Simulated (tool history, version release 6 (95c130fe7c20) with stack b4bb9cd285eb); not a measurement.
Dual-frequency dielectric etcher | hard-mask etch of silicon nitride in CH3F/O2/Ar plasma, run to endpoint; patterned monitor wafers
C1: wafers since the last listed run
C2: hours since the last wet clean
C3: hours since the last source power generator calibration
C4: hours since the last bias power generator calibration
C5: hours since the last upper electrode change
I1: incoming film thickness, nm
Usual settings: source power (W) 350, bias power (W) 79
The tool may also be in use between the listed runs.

{"run": 1, "hour": 0.0, "source power (W)": 400, "bias power (W)": 79, "C1": 0, "C2": 376.4, "C3": 2210.5, "C4": 1087.1, "C5": 2710.9, "I1": 48.66, "endpoint time (s)": 69.8}
{"hour": 79.2, "done": "wet clean of the chamber"}
{"run": 2, "hour": 89.9, "source power (W)": 400, "bias power (W)": 79, "C1": 903, "C2": 10.7, "C3": 2300.4, "C4": 1177, "C5": 2800.8, "I1": 48.34, "endpoint time (s)": 65.8}
{"run": 3, "hour": 178.7, "source power (W)": 290, "bias power (W)": 79, "C1": 1217, "C2": 99.5, "C3": 2389.2, "C4": 1265.8, "C5": 2889.6, "I1": 48.68, "endpoint time (s)": 72.9}
{"run": 4, "hour": 231.0, "source power (W)": 310, "bias power (W)": 79, "C1": 716, "C2": 151.8, "C3": 2441.5, "C4": 1318.1, "C5": 2941.9, "I1": 47.97, "endpoint time (s)": 71.1}
{"run": 5, "hour": 316.8, "source power (W)": 310, "bias power (W)": 79, "C1": 1175, "C2": 237.6, "C3": 2527.3, "C4": 1403.9, "C5": 3027.7, "I1": 48.32, "endpoint time (s)": 72.2}
{"run": 6, "hour": 402.3, "source power (W)": 350, "bias power (W)": 79, "C1": 1171, "C2": 323.1, "C3": 2612.8, "C4": 1489.4, "C5": 3113.2, "I1": 48.86, "endpoint time (s)": 72.2}
{"hour": 459.4, "done": "wet clean of the chamber"}
{"run": 7, "hour": 467.6, "source power (W)": 350, "bias power (W)": 90, "C1": 566, "C2": 8.2, "C3": 2678.1, "C4": 1554.7, "C5": 3178.5, "I1": 48.61, "endpoint time (s)": 65.6}
{"run": 8, "hour": 537.3, "source power (W)": 350, "bias power (W)": 90, "C1": 955, "C2": 77.9, "C3": 2747.8, "C4": 1624.4, "C5": 3248.2, "I1": 48.56, "endpoint time (s)": 65.5}
{"run": 9, "hour": 606.9, "source power (W)": 350, "bias power (W)": 70, "C1": 953, "C2": 147.5, "C3": 2817.4, "C4": 1694, "C5": 3317.8, "I1": 48.77, "endpoint time (s)": 72.1}
{"run": 10, "hour": 702.9, "source power (W)": 350, "bias power (W)": 70, "C1": 1315, "C2": 243.5, "C3": 2913.4, "C4": 1790, "C5": 3413.8, "I1": 48.54, "endpoint time (s)": 73.4}
{"run": 11, "hour": 780.8, "source power (W)": 350, "bias power (W)": 70, "C1": 1067, "C2": 321.4, "C3": 2991.3, "C4": 1867.9, "C5": 3491.7, "I1": 48, "endpoint time (s)": 71.7}
{"run": 12, "hour": 838.7, "source power (W)": 350, "bias power (W)": 92, "C1": 793, "C2": 379.3, "C3": 3049.2, "C4": 1925.8, "C5": 3549.6, "I1": 48.57, "endpoint time (s)": 68.4}
{"hour": 846.9, "done": "bias power generator calibrated"}
{"run": 13, "hour": 894.2, "source power (W)": 390, "bias power (W)": 95, "C1": 705, "C2": 434.8, "C3": 3104.7, "C4": 47.3, "C5": 3605.1, "I1": 48.42, "endpoint time (s)": 66.1}
{"hour": 926.8, "done": "wet clean of the chamber"}
{"run": 14, "hour": 1004.1, "source power (W)": 350, "bias power (W)": 67, "C1": 1177, "C2": 77.3, "C3": 3214.6, "C4": 157.2, "C5": 3715, "I1": 48.94, "endpoint time (s)": 73.6}
{"hour": 1052.1, "done": "upper electrode replaced"}
{"run": 15, "hour": 1090.4, "source power (W)": 270, "bias power (W)": 74, "C1": 853, "C2": 163.6, "C3": 3300.9, "C4": 243.5, "C5": 38.3, "I1": 47.95, "endpoint time (s)": 75.4}
{"hour": 1153.4, "done": "source power generator calibrated"}
{"run": 16, "hour": 1172.5, "source power (W)": 300, "bias power (W)": 85, "C1": 1070, "C2": 245.7, "C3": 19.1, "C4": 325.6, "C5": 120.4, "I1": 48.27, "endpoint time (s)": 71.4}
{"run": 17, "hour": 1218.4, "source power (W)": 350, "bias power (W)": 79, "C1": 629, "C2": 291.6, "C3": 65, "C4": 371.5, "C5": 166.3, "I1": 48.46, "endpoint time (s)": 70.2}
{"run": 18, "hour": 1291.3, "source power (W)": 350, "bias power (W)": 79, "C1": 999, "C2": 364.5, "C3": 137.9, "C4": 444.4, "C5": 239.2, "I1": 48.56, "endpoint time (s)": 72.1}
{"hour": 1375.7, "done": "wet clean of the chamber"}
{"run": 19, "hour": 1396.1, "source power (W)": 400, "bias power (W)": 60, "C1": 1107, "C2": 20.4, "C3": 242.7, "C4": 549.2, "C5": 344, "I1": 48.6, "endpoint time (s)": 71.7}
{"run": 20, "hour": 1440.6, "source power (W)": 350, "bias power (W)": 85, "C1": 609, "C2": 64.9, "C3": 287.2, "C4": 593.7, "C5": 388.5, "I1": 48.41, "endpoint time (s)": 67}
{"run": 21, "hour": 1516.3, "source power (W)": 350, "bias power (W)": 79, "C1": 1037, "C2": 140.6, "C3": 362.9, "C4": 669.4, "C5": 464.2, "I1": 48.3, "endpoint time (s)": 69.5}
{"run": 22, "hour": 1565.6, "source power (W)": 350, "bias power (W)": 79, "C1": 675, "C2": 189.9, "C3": 412.2, "C4": 718.7, "C5": 513.5, "I1": 48.64, "endpoint time (s)": 70.5}

Forecast each of these 4 alternatives for the next run:
{"run": "A", "hour": 1566.0, "source power (W)": 350, "bias power (W)": 79, "C1": 5, "C2": 190.3, "C3": 412.6, "C4": 719.1, "C5": 513.9, "I1": 48.66, "endpoint time (s)": "?"}
{"run": "B", "hour": 1566.0, "source power (W)": 430, "bias power (W)": 85, "C1": 5, "C2": 190.3, "C3": 412.6, "C4": 719.1, "C5": 513.9, "I1": 48.66, "endpoint time (s)": "?"}
{"run": "C", "hour": 1566.0, "source power (W)": 320, "bias power (W)": 97, "C1": 5, "C2": 190.3, "C3": 412.6, "C4": 719.1, "C5": 513.9, "I1": 48.66, "endpoint time (s)": "?"}
{"run": "D", "hour": 1566.0, "source power (W)": 320, "bias power (W)": 63, "C1": 5, "C2": 190.3, "C3": 412.6, "C4": 719.1, "C5": 513.9, "I1": 48.66, "endpoint time (s)": "?"}

run=A endpoint_time_(s)=70
run=B endpoint_time_(s)=64.7
run=C endpoint_time_(s)=67.2
run=D endpoint_time_(s)=76.6
Without the tool's hidden state the same runs would have given:
run=A endpoint_time_(s)=68.5
run=B endpoint_time_(s)=63.4
run=C endpoint_time_(s)=65.8
run=D endpoint_time_(s)=74.9

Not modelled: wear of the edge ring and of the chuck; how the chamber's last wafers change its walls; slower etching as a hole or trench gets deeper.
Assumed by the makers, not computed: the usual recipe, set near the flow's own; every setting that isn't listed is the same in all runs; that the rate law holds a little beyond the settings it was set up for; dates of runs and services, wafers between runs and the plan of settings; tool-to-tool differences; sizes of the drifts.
